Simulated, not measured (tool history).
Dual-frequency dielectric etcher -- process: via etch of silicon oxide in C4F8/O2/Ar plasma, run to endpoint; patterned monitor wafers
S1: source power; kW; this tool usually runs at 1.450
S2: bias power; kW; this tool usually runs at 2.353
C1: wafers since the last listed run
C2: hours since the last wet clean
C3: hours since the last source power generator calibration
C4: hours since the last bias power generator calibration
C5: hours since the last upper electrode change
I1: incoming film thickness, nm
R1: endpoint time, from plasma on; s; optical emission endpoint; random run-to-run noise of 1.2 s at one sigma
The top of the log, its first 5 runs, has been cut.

run 6 hour=492.2 | S1=1.630 S2=2.353 | C1=457 C2=156.3 C3=2808.2 C4=1806.9 C5=2725.5 | I1=1722.6 | R1=366.9
run 7 hour=579.3 | S1=1.630 S2=2.353 | C1=384 C2=243.4 C3=2895.3 C4=1894.0 C5=2812.6 | I1=1729.8 | R1=367.3
run 8 hour=657.0 | S1=1.330 S2=2.353 | C1=342 C2=321.1 C3=2973.0 C4=1971.7 C5=2890.3 | I1=1713.1 | R1=399.2
run 9 hour=761.0 | S1=1.330 S2=2.353 | C1=458 C2=425.1 C3=3077.0 C4=2075.7 C5=2994.3 | I1=1719.8 | R1=399.8
-- hour=785.2 wet clean of the chamber
run 10 hour=863.9 | S1=1.330 S2=2.353 | C1=347 C2=78.7 C3=3179.9 C4=2178.6 C5=3097.2 | I1=1711.5 | R1=398.8
-- hour=942.0 source power generator calibrated
run 11 hour=979.8 | S1=1.450 S2=2.353 | C1=493 C2=194.6 C3=37.8 C4=2294.5 C5=3213.1 | I1=1712.6 | R1=381.5
run 12 hour=1026.8 | S1=1.450 S2=2.353 | C1=207 C2=241.6 C3=84.8 C4=2341.5 C5=3260.1 | I1=1696.2 | R1=378.2
run 13 hour=1119.4 | S1=1.450 S2=2.353 | C1=408 C2=334.2 C3=177.4 C4=2434.1 C5=3352.7 | I1=1724.7 | R1=385.1
-- hour=1183.1 upper electrode replaced
run 14 hour=1207.6 | S1=1.220 S2=2.353 | C1=283 C2=422.4 C3=265.6 C4=2522.3 C5=24.5 | I1=1726.8 | R1=416.7
run 15 hour=1246.9 | S1=1.220 S2=2.353 | C1=173 C2=461.7 C3=304.9 C4=2561.6 C5=63.8 | I1=1720.7 | R1=413.7
-- hour=1280.7 wet clean of the chamber
run 16 hour=1332.0 | S1=1.620 S2=2.353 | C1=269 C2=51.3 C3=390.0 C4=2646.7 C5=148.9 | I1=1716.4 | R1=364.4
run 17 hour=1413.8 | S1=1.450 S2=2.353 | C1=360 C2=133.1 C3=471.8 C4=2728.5 C5=230.7 | I1=1723.9 | R1=384.1
run 18 hour=1491.9 | S1=1.130 S2=2.653 | C1=344 C2=211.2 C3=549.9 C4=2806.6 C5=308.8 | I1=1703.3 | R1=405.8
run 19 hour=1568.9 | S1=1.230 S2=2.353 | C1=339 C2=288.2 C3=626.9 C4=2883.6 C5=385.8 | I1=1739.4 | R1=418.1
run 20 hour=1670.1 | S1=1.630 S2=1.984 | C1=446 C2=389.4 C3=728.1 C4=2984.8 C5=487.0 | I1=1722.6 | R1=383.6
-- hour=1678.2 bias power generator calibrated
run 21 hour=1754.3 | S1=1.730 S2=2.169 | C1=353 C2=473.6 C3=812.3 C4=76.1 C5=571.2 | I1=1711.0 | R1=367.6
-- hour=1795.6 wet clean of the chamber
run 22 hour=1865.4 | S1=1.740 S2=1.936 | C1=384 C2=69.8 C3=923.4 C4=187.2 C5=682.3 | I1=1716.4 | R1=382.5
run 23 hour=1924.2 | S1=1.780 S2=2.353 | C1=259 C2=128.6 C3=982.2 C4=246.0 C5=741.1 | I1=1722.9 | R1=354.0
run 24 hour=1972.7 | S1=1.450 S2=1.910 | C1=213 C2=177.1 C3=1030.7 C4=294.5 C5=789.6 | I1=1710.9 | R1=415.9
run 25 hour=2010.1 | S1=1.630 S2=2.821 | C1=164 C2=214.5 C3=1068.1 C4=331.9 C5=827.0 | I1=1710.6 | R1=345.6
run 26 hour=2087.0 | S1=1.450 S2=2.353 | C1=339 C2=291.4 C3=1145.0 C4=408.8 C5=903.9 | I1=1727.5 | R1=388.8
run 27 hour=2181.2 | S1=1.730 S2=2.892 | C1=415 C2=385.6 C3=1239.2 C4=503.0 C5=998.1 | I1=1723.4 | R1=336.2
-- hour=2351.1 wet clean of the chamber
run 28 hour=2372.8 | S1=1.110 S2=2.645 | C1=739 C2=21.7 C3=1430.8 C4=694.6 C5=1189.7 | I1=1728.6 | R1=424.0
run 29 hour=2470.2 | S1=1.450 S2=2.353 | C1=429 C2=119.1 C3=1528.2 C4=792.0 C5=1287.1 | I1=1699.8 | R1=386.2

Run 30 has not been measured yet. What should we expect?
run 30 hour=2509.3 | S1=1.690 S2=2.193 | C1=172 C2=158.2 C3=1567.3 C4=831.1 C5=1326.2 | I1=1711.9 | R1=?

{"run 30": {"R1": 370.6}}
With no hidden state in the tool, this same run would have given R1 370.4 s.
